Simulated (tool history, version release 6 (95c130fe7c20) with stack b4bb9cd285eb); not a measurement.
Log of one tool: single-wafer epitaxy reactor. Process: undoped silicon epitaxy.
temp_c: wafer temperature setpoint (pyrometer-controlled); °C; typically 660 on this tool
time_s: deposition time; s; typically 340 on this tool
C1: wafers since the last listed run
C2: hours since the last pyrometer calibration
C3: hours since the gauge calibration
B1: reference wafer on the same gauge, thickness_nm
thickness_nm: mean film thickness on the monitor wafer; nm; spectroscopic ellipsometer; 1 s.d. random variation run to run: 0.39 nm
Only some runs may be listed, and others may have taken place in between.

{"run": 1, "hour": 0.0, "temp_c": 660, "time_s": 340, "C1": 0, "C2": 166.1, "C3": 952.3, "B1": 75.445, "thickness_nm": 77.216}
{"run": 2, "hour": 92.9, "temp_c": 660, "time_s": 340, "C1": 739, "C2": 259.0, "C3": 1045.2, "B1": 75.482, "thickness_nm": 76.673}
{"run": 3, "hour": 188.4, "temp_c": 660, "time_s": 340, "C1": 760, "C2": 354.5, "C3": 1140.7, "B1": 75.556, "thickness_nm": 76.043}
{"run": 4, "hour": 249.0, "temp_c": 660, "time_s": 340, "C1": 482, "C2": 415.1, "C3": 1201.3, "B1": 75.372, "thickness_nm": 76.295}
{"run": 5, "hour": 491.1, "temp_c": 660, "time_s": 340, "C1": 1927, "C2": 657.2, "C3": 1443.4, "B1": 75.494, "thickness_nm": 75.518}
{"run": 6, "hour": 633.8, "temp_c": 671, "time_s": 340, "C1": 1136, "C2": 799.9, "C3": 1586.1, "B1": 75.577, "thickness_nm": 96.952}
{"run": 7, "hour": 695.4, "temp_c": 671, "time_s": 340, "C1": 490, "C2": 861.5, "C3": 1647.7, "B1": 75.267, "thickness_nm": 96.232}
{"run": 8, "hour": 794.4, "temp_c": 660, "time_s": 340, "C1": 788, "C2": 960.5, "C3": 1746.7, "B1": 75.493, "thickness_nm": 74.152}
{"run": 9, "hour": 899.1, "temp_c": 660, "time_s": 340, "C1": 833, "C2": 1065.2, "C3": 1851.4, "B1": 75.584, "thickness_nm": 75.175}
{"run": 10, "hour": 960.6, "temp_c": 660, "time_s": 340, "C1": 489, "C2": 1126.7, "C3": 1912.9, "B1": 75.476, "thickness_nm": 74.931}
{"run": 11, "hour": 998.7, "temp_c": 660, "time_s": 340, "C1": 303, "C2": 1164.8, "C3": 1951.0, "B1": 75.451, "thickness_nm": 74.932}
{"hour": 1036.4, "done": "pyrometer calibrated"}
{"run": 12, "hour": 1097.2, "temp_c": 660, "time_s": 340, "C1": 720, "C2": 60.8, "C3": 2049.5, "B1": 75.45, "thickness_nm": 78.057}
{"run": 13, "hour": 1191.2, "temp_c": 660, "time_s": 340, "C1": 748, "C2": 154.8, "C3": 2143.5, "B1": 75.529, "thickness_nm": 77.808}
{"run": 14, "hour": 1261.2, "temp_c": 660, "time_s": 391, "C1": 557, "C2": 224.8, "C3": 2213.5, "B1": 75.447, "thickness_nm": 87.706}
{"hour": 1268.8, "done": "gauge calibrated"}
{"run": 15, "hour": 1511.5, "temp_c": 660, "time_s": 376, "C1": 1992, "C2": 475.1, "C3": 242.7, "B1": 75.562, "thickness_nm": 84.05}
{"run": 16, "hour": 1599.4, "temp_c": 660, "time_s": 340, "C1": 699, "C2": 563.0, "C3": 330.6, "B1": 75.534, "thickness_nm": 76.007}
{"run": 17, "hour": 1753.6, "temp_c": 654, "time_s": 306, "C1": 1227, "C2": 717.2, "C3": 484.8, "B1": 75.681, "thickness_nm": 58.743}
{"run": 18, "hour": 1828.0, "temp_c": 660, "time_s": 340, "C1": 592, "C2": 791.6, "C3": 559.2, "B1": 75.506, "thickness_nm": 75.246}
{"run": 19, "hour": 1934.6, "temp_c": 660, "time_s": 340, "C1": 848, "C2": 898.2, "C3": 665.8, "B1": 75.456, "thickness_nm": 75.143}
{"run": 20, "hour": 2010.1, "temp_c": 660, "time_s": 340, "C1": 601, "C2": 973.7, "C3": 741.3, "B1": 75.397, "thickness_nm": 75.328}
{"run": 21, "hour": 2071.5, "temp_c": 674, "time_s": 392, "C1": 488, "C2": 1035.1, "C3": 802.7, "B1": 75.558, "thickness_nm": 119.479}
{"hour": 2113.6, "done": "pyrometer calibrated"}
{"run": 22, "hour": 2288.5, "temp_c": 655, "time_s": 402, "C1": 1664, "C2": 174.9, "C3": 1019.7, "B1": 75.553, "thickness_nm": 79.238}
{"run": 23, "hour": 2365.5, "temp_c": 654, "time_s": 392, "C1": 613, "C2": 251.9, "C3": 1096.7, "B1": 75.293, "thickness_nm": 75.356}
{"run": 24, "hour": 2462.9, "temp_c": 660, "time_s": 340, "C1": 775, "C2": 349.3, "C3": 1194.1, "B1": 75.461, "thickness_nm": 74.935}
{"run": 25, "hour": 2545.7, "temp_c": 660, "time_s": 340, "C1": 659, "C2": 432.1, "C3": 1276.9, "B1": 75.627, "thickness_nm": 74.554}
{"run": 26, "hour": 2645.5, "temp_c": 671, "time_s": 317, "C1": 794, "C2": 531.9, "C3": 1376.7, "B1": 75.451, "thickness_nm": 90.394}
{"run": 27, "hour": 2693.7, "temp_c": 648, "time_s": 365, "C1": 383, "C2": 580.1, "C3": 1424.9, "B1": 75.62, "thickness_nm": 59.563}
{"run": 28, "hour": 2775.7, "temp_c": 672, "time_s": 404, "C1": 652, "C2": 662.1, "C3": 1506.9, "B1": 75.435, "thickness_nm": 117.427}

3 ways to go on from here, each from the tool as it stands after run 28. What would each give?
{"run": "A", "hour": 2776.2, "temp_c": 650, "time_s": 340, "C1": 3, "C2": 662.6, "C3": 1507.4, "B1": "?", "thickness_nm": "?"}
{"run": "B", "hour": 2776.2, "temp_c": 669, "time_s": 286, "C1": 3, "C2": 662.6, "C3": 1507.4, "B1": "?", "thickness_nm": "?"}
{"run": "C", "hour": 2776.2, "temp_c": 660, "time_s": 387, "C1": 3, "C2": 662.6, "C3": 1507.4, "B1": "?", "thickness_nm": "?"}

run=A B1=75.547 thickness_nm=58.584
run=B B1=75.547 thickness_nm=77.060
run=C B1=75.547 thickness_nm=84.584
The same runs, with their run-to-run variation unchanged, on a tool lacking any hidden condition would have given:
run=A thickness_nm=61.040
run=B thickness_nm=80.145
run=C thickness_nm=88.044

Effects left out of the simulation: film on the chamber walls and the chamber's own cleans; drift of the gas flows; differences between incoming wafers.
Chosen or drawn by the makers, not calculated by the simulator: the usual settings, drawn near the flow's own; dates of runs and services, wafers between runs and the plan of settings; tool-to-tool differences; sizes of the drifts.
